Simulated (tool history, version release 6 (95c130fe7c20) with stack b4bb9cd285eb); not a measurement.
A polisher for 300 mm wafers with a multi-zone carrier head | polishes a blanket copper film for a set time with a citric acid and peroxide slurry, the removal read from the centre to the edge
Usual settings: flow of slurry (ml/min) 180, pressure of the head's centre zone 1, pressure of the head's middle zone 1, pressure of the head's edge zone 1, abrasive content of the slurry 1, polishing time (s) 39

run    hour  flow of slurry (ml/min)  pressure of the head's centre zone  pressure of the head's middle zone  pressure of the head's edge zone  abrasive content of the slurry  polishing time (s)  incoming thickness of the incoming film, nm  film removed at the wafer's centre (nm)  film removed at mid-radius (nm)  film removed at the wafer's edge (nm)
  1       0                      180                                   1                                   1                                 1                               1                  47                                        679.6                                    131.2                              129                                  127.4
        5.6  -- worn pad replaced by a new one
       22.4  -- edge zone pressure recalibrated
  2    90.3                      180                                   1                                   1                                 1                               1                  47                                          679                                    129.6                            129.3                                  127.6
  3   159.2                      180                                   1                                   1                                 1                               1                  47                                        670.3                                    129.1                            126.1                                  127.1
  4   225.7                      180                                   1                                   1                                 1                               1                  32                                        670.2                                     87.7                             87.3                                   86.4
      240.6  -- centre zone pressure recalibrated
      256.1  -- slurry nozzle cleaned
  5   330.7                      180                                   1                                   1                              1.07                               1                  39                                        679.8                                    110.1                            104.5                                  108.1
  6   409.9                      180                                   1                                   1                              1.07                               1                  39                                        688.8                                    110.5                            105.2                                  107.7
      462.9  -- worn pad replaced by a new one
  7   466.6                      180                                   1                                   1                                 1                               1                  39                                        683.9                                    109.1                            104.4                                    104
  8   527.9                      155                                   1                                   1                                 1                             0.7                  51                                        675.7                                    129.5                              130                                  126.8
  9   596.4                      180                                   1                                   1                                 1                               1                  39                                        684.3                                    107.2                            107.2                                  105.9
 10   640.5                      135                                   1                                   1                              1.06                               1                  27                                        678.7                                     70.8                             67.9                                   71.2
      706.5  -- edge zone pressure recalibrated
      716.1  -- centre zone pressure recalibrated
 11   736.9                      180                                0.97                                   1                                 1                             1.1                  49                                        685.8                                    132.5                            135.3                                  133.2
 12   784.5                      180                                   1                                1.11                              0.93                             1.3                  45                                        672.1                                    127.4                            135.6                                  123.8
 13   844.1                      180                                   1                                   1                                 1                               1                  31                                          678                                     84.4                             83.6                                     83
 14   939.4                      230                                   1                                   1                                 1                             0.9                  39                                        678.3                                    109.8                              109                                  107.9
      996.2  -- carrier head's membrane replaced by a new one
     1008.6  -- worn pad replaced by a new one
 15  1009.1                      180                                   1                                   1                                 1                             0.8                  39                                        678.4                                    103.9                            100.9                                  100.6
 16  1087.3                      180                                0.95                                   1                                 1                             1.2                  39                                        675.3                                    104.8                            108.2                                  108.2
     1143.9  -- centre zone pressure recalibrated
     1171.6  -- slurry nozzle cleaned
     1287.9  -- edge zone pressure recalibrated
 17  1320.6                      180                                   1                                   1                              1.07                               1                  39                                        667.9                                    107.8                              107                                  107.5
 18  1378.9                      180                                   1                                   1                              1.05                               1                  39                                        694.1                                    107.2                            105.6                                  105.4
     1475.9  -- worn pad replaced by a new one
 19    1479                      200                                0.96                                   1                              0.89                               1                  39                                          680                                    104.2                            107.9                                    104
 20  1562.8                      155                                   1                                   1                                 1                             0.7                  51                                        688.1                                    128.2                            128.3                                  127.1
     1585.1  -- centre zone pressure recalibrated
 21    1649                      180                                   1                                   1                                 1                               1                  39                                        674.6                                    107.4                            107.7                                  105.3

4 ways to go on from here, each from the tool as it stands after run 21. What would each give?
  A  1649.4                      180                                   1                                   1                                 1                               1                  39                                        677.9                                        ?                                ?                                      ?
  B  1649.4                      200                                   1                                   1                              1.07                               1                  39                                        677.9                                        ?                                ?                                      ?
  C  1649.4                      180                                 0.9                                1.11                               1.1                             0.7                  39                                        677.9                                        ?                                ?                                      ?
  D  1649.4                      180                                   1                                0.93                                 1                             0.8                  39                                        677.9                                        ?                                ?                                      ?

run  film removed at the wafer's centre (nm)  film removed at mid-radius (nm)  film removed at the wafer's edge (nm)
  A                                    104.9                            107.5                                  106.6
  B                                      107                            109.4                                  110.8
  C                                       89                            110.8                                  104.1
  D                                      101                             97.4                                  102.8
Without the tool's hidden state the same runs would have given:
run  film removed at the wafer's centre (nm)  film removed at mid-radius (nm)  film removed at the wafer's edge (nm)
  A                                    104.9                            107.5                                  106.6
  B                                      107                            109.4                                  110.8
  C                                       89                            110.8                                  104.1
  D                                      101                             97.4                                  102.8

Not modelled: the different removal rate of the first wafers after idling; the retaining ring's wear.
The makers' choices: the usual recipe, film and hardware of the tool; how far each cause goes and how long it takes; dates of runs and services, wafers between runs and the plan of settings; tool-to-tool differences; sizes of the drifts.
